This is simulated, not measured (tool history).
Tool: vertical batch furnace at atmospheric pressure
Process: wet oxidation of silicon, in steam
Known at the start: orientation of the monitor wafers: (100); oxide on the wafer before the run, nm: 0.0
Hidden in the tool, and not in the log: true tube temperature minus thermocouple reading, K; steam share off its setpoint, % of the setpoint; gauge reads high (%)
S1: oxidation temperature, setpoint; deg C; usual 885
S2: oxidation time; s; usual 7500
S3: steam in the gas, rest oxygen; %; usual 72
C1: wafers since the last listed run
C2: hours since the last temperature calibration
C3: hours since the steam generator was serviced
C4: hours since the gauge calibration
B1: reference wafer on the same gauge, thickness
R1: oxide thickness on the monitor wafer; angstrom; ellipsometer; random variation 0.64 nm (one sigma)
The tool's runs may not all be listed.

run	hour	S1	S2	S3	C1	C2	C3	C4	B1	R1
1	0.0	885	7500	77	0	3391.3	3163.8	491.6	208.97	1996.8
2	84.3	885	7500	72	996	3475.6	3248.1	575.9	209.00	1880.8
3	136.4	885	7500	72	616	3527.7	3300.2	628.0	209.07	1888.0
4	238.9	885	7500	72	1212	3630.2	3402.7	730.5	209.00	1888.2
5	290.8	891	7500	72	613	3682.1	3454.6	782.4	208.97	2050.7
6	358.6	891	7500	72	801	3749.9	3522.4	850.2	208.97	2049.5
7	396.7	891	7500	72	450	3788.0	3560.5	888.3	208.84	2059.1
8	502.0	885	7500	72	1245	3893.3	3665.8	993.6	209.02	1891.2
9	550.9	885	7500	72	578	3942.2	3714.7	1042.5	209.05	1894.9
# hour 581.7: steam generator serviced
# hour 607.5: gauge calibrated
10	642.3	885	7500	72	797	4033.6	60.6	34.8	208.99	1886.7
11	723.0	885	7500	63	954	4114.3	141.3	115.5	209.03	1680.5
12	774.1	885	7500	63	604	4165.4	192.4	166.6	208.99	1692.0
13	818.9	892	9600	72	529	4210.2	237.2	211.4	208.97	2588.7
14	911.5	861	10200	62	1095	4302.8	329.8	304.0	209.01	1521.6
15	985.9	885	4350	80	879	4377.2	404.2	378.4	209.01	1282.9
16	1074.0	885	7500	72	1041	4465.3	492.3	466.5	208.91	1906.3
17	1132.0	885	7500	80	685	4523.3	550.3	524.5	208.99	2085.2
18	1199.5	862	11190	80	798	4590.8	617.8	592.0	209.06	2125.1
# hour 1245.9: thermocouples replaced and temperature profile calibrated
19	1256.6	885	7500	72	391	10.7	674.9	649.1	209.09	1820.1
20	1354.0	885	7500	64	1151	108.1	772.3	746.5	208.96	1641.2
21	1395.3	898	7500	72	488	149.4	813.6	787.8	209.08	2194.4
22	1446.6	891	7500	72	606	200.7	864.9	839.1	208.84	1983.6
23	1538.3	865	5820	82	1084	292.4	956.6	930.8	209.01	1190.0
# hour 1686.9: gauge calibrated
24	1790.0	861	8880	64	2976	544.1	1208.3	103.1	209.08	1317.4

Forecast each of these 4 alternatives for the next run:
A	1796.3	885	7500	72	74	550.4	1214.6	109.4	?	?
B	1796.3	908	7500	64	74	550.4	1214.6	109.4	?	?
C	1796.3	885	4500	64	74	550.4	1214.6	109.4	?	?
D	1796.3	898	4260	77	74	550.4	1214.6	109.4	?	?

run	B1	R1
A	209.00	1829.9
B	209.00	2252.9
C	209.00	1031.0
D	209.00	1414.7
Without the tool's hidden state the same runs would have given:
run	R1
A	1806.6
B	2229.5
C	1016.9
D	1396.8
